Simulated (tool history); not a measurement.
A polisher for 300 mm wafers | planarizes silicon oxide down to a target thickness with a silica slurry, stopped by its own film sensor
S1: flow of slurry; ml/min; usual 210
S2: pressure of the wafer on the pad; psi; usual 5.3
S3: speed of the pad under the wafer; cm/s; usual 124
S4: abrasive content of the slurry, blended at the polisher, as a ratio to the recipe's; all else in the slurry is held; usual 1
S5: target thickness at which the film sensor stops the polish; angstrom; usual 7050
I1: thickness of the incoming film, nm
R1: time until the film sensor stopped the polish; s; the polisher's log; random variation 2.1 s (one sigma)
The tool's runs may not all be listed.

| run | hour | S1 | S2 | S3 | S4 | S5 | I1 | R1 |
|---|---|---|---|---|---|---|---|---|
| 1 | 0 | 210 | 5.3 | 124 | 1 | 7050 | 1253.5 | 125.8 |
|  | 33.5 | slurry nozzle cleaned |
|  | 42.6 | slurry blender recalibrated |
| 2 | 67.3 | 210 | 5.3 | 124 | 1 | 7050 | 1237.7 | 126.1 |
| 3 | 108.3 | 210 | 5.3 | 124 | 1 | 7050 | 1234.5 | 124.8 |
| 4 | 158 | 210 | 5.3 | 124 | 1 | 7050 | 1238.6 | 126.4 |
| 5 | 184.5 | 210 | 5.3 | 124 | 1 | 7050 | 1274.4 | 132.9 |
| 6 | 233.7 | 210 | 5.3 | 124 | 1 | 7050 | 1227.8 | 126.8 |
|  | 238 | conditioning disc replaced and pad reconditioned |
| 7 | 278.7 | 285 | 5.3 | 124 | 1 | 8620 | 1251.9 | 90.3 |
|  | 310.8 | worn pad replaced by a new one |
| 8 | 328.7 | 210 | 5.3 | 124 | 0.85 | 6090 | 1249.6 | 164.3 |
| 9 | 366.4 | 260 | 5.3 | 110 | 1 | 8270 | 1247.4 | 102.8 |
| 10 | 395.9 | 210 | 6.4 | 152 | 1 | 7050 | 1237.1 | 85.6 |
|  | 434 | slurry nozzle cleaned |
| 11 | 461.7 | 185 | 3.8 | 124 | 1 | 7990 | 1255.3 | 144.2 |
|  | 496.9 | slurry blender recalibrated |
| 12 | 507.6 | 250 | 5.3 | 124 | 0.8 | 7050 | 1247 | 143.6 |
| 13 | 543.5 | 210 | 5.3 | 84 | 1.1 | 7050 | 1250.6 | 157 |
| 14 | 568.2 | 155 | 3.8 | 106 | 1 | 6030 | 1264.4 | 247.9 |
|  | 592 | head pressure recalibrated |
|  | 657.1 | conditioning disc replaced and pad reconditioned |
| 15 | 734.8 | 210 | 5.3 | 124 | 0.75 | 7050 | 1257.2 | 166.7 |
|  | 757.8 | worn pad replaced by a new one |
| 16 | 761.1 | 275 | 4.7 | 100 | 0.7 | 7050 | 1246.4 | 203.3 |
| 17 | 806.2 | 210 | 5.3 | 124 | 1 | 7050 | 1264.2 | 131.6 |
|  | 811.1 | slurry nozzle cleaned |
| 18 | 873.9 | 255 | 5.3 | 124 | 1.15 | 7050 | 1255.9 | 114.3 |
| 19 | 898 | 210 | 5.3 | 124 | 1 | 7050 | 1258.2 | 128.7 |
| 20 | 930.9 | 250 | 5.3 | 104 | 1 | 7050 | 1249.2 | 141.8 |
|  | 967.5 | slurry blender recalibrated |
| 21 | 971.1 | 210 | 6.9 | 86 | 1 | 7050 | 1248.9 | 124.6 |
| 22 | 1037.3 | 240 | 5.3 | 138 | 0.8 | 8590 | 1246.9 | 98.6 |
| 23 | 1062.5 | 210 | 5.3 | 124 | 1 | 7050 | 1263.6 | 131.4 |
|  | 1081.3 | conditioning disc replaced and pad reconditioned |
| 24 | 1128.9 | 210 | 6.3 | 154 | 1.3 | 5940 | 1240.5 | 97.5 |

Measured less the same run without the tool's hidden state. The same run-to-run variation is in both; the gauge's scatter may not be:
The hidden state here: removal rate lost through wear of the pad, %; slurry flow missing at the pad, %; deviation of the head's pressure from its setpoint, %; abrasive missing from the slurry, %; time polished since the conditioner stopped cutting, s.
| run | R1 |
|---|---|
| 1 | +4.4 |
| 2 | +5.8 |
| 3 | +6.6 |
| 4 | +7.6 |
| 5 | +8.6 |
| 6 | +9.3 |
| 7 | +7.2 |
| 8 | +0.5 |
| 9 | +0.9 |
| 10 | +1.1 |
| 11 | +3.5 |
| 12 | +4.6 |
| 13 | +5.9 |
| 14 | +10.3 |
| 15 | +11.4 |
| 16 | +1.4 |
| 17 | +1.9 |
| 18 | +2.9 |
| 19 | +3.8 |
| 20 | +4.9 |
| 21 | +5.1 |
| 22 | +5 |
| 23 | +7.3 |
| 24 | +6.4 |
